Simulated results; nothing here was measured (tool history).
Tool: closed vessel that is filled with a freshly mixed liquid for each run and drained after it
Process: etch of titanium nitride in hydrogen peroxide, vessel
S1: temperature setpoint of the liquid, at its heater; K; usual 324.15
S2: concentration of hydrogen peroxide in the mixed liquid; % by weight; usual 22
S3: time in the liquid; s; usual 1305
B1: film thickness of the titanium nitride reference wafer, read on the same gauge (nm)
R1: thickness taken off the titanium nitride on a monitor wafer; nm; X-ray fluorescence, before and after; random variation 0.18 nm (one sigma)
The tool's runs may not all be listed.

run	day	S1	S2	S3	B1	R1
1	0	324.15	17	955	127.33	24.6
2	8.583	324.15	17	955	126.92	24.76
3	11	324.15	17	955	126.77	24.4
# day 13.317: gauge calibrated
4	13.65	324.15	23.5	1305	129.81	36.9
# day 13.954: new drum of peroxide connected
5	15.367	324.15	23.5	1305	129.77	36.91
6	17.45	324.15	22	1305	129.65	36.26
7	20.8	324.15	25	1305	129.41	37.12
8	22.979	316.15	22	1305	129.35	19.89
9	27.196	324.15	26	785	129.11	22.38
10	30.871	324.15	26	785	128.88	22.49
11	34.542	324.15	26	785	128.74	22.58
12	37.158	324.15	22	1100	128.6	30.27
# day 40.021: thermometer replaced
13	40.317	324.15	22	1100	128.48	30.19
14	42.071	324.15	22	1100	128.4	30.37
# day 42.546: new drum of peroxide connected
15	44.725	324.15	22	1675	128.22	45.83
16	48.567	318.65	17.5	1305	128.05	22.74
17	50.267	319.65	16	1565	127.96	28.82
18	52.958	331.15	25	845	127.8	38.92
19	55.346	324.15	22	1305	127.69	35.47
# day 58.596: peroxide flow meter replaced
20	58.804	324.15	22	1305	127.51	35.53
21	62.312	324.15	26.5	1890	127.34	53.53
# day 69.329: new drum of peroxide connected
22	73.346	324.15	22	1305	126.79	35.28
23	76.354	319.65	25	1305	126.64	26.18
# day 77.912: gauge calibrated
24	78.588	320.15	18	1305	130.25	25.9
25	80.662	327.15	17	650	130.11	21.24
# day 82.196: thermometer replaced
26	84.446	324.15	22	1305	129.96	36.61
# day 91.679: new drum of peroxide connected
27	96.321	331.15	28	1600	129.41	76.2
28	98.046	327.65	22	1620	129.28	57

The tool's hidden state at each run:
liquid hotter than its thermometer reads (K): 0 in every run
peroxide flow below the setpoint (%): 0 in every run
peroxide weaker than its label (%): 0 in every run
H1: gauge reads high (%)
run	H1
1	-2.06
2	-2.4
3	-2.49
4	-0.157
5	-0.224
6	-0.305
7	-0.435
8	-0.52
9	-0.684
10	-0.827
11	-0.97
12	-1.07
13	-1.2
14	-1.26
15	-1.37
16	-1.52
17	-1.58
18	-1.69
19	-1.78
20	-1.92
21	-2.05
22	-2.48
23	-2.6
24	0.191
25	0.11
26	-0.0375
27	-0.5
28	-0.567
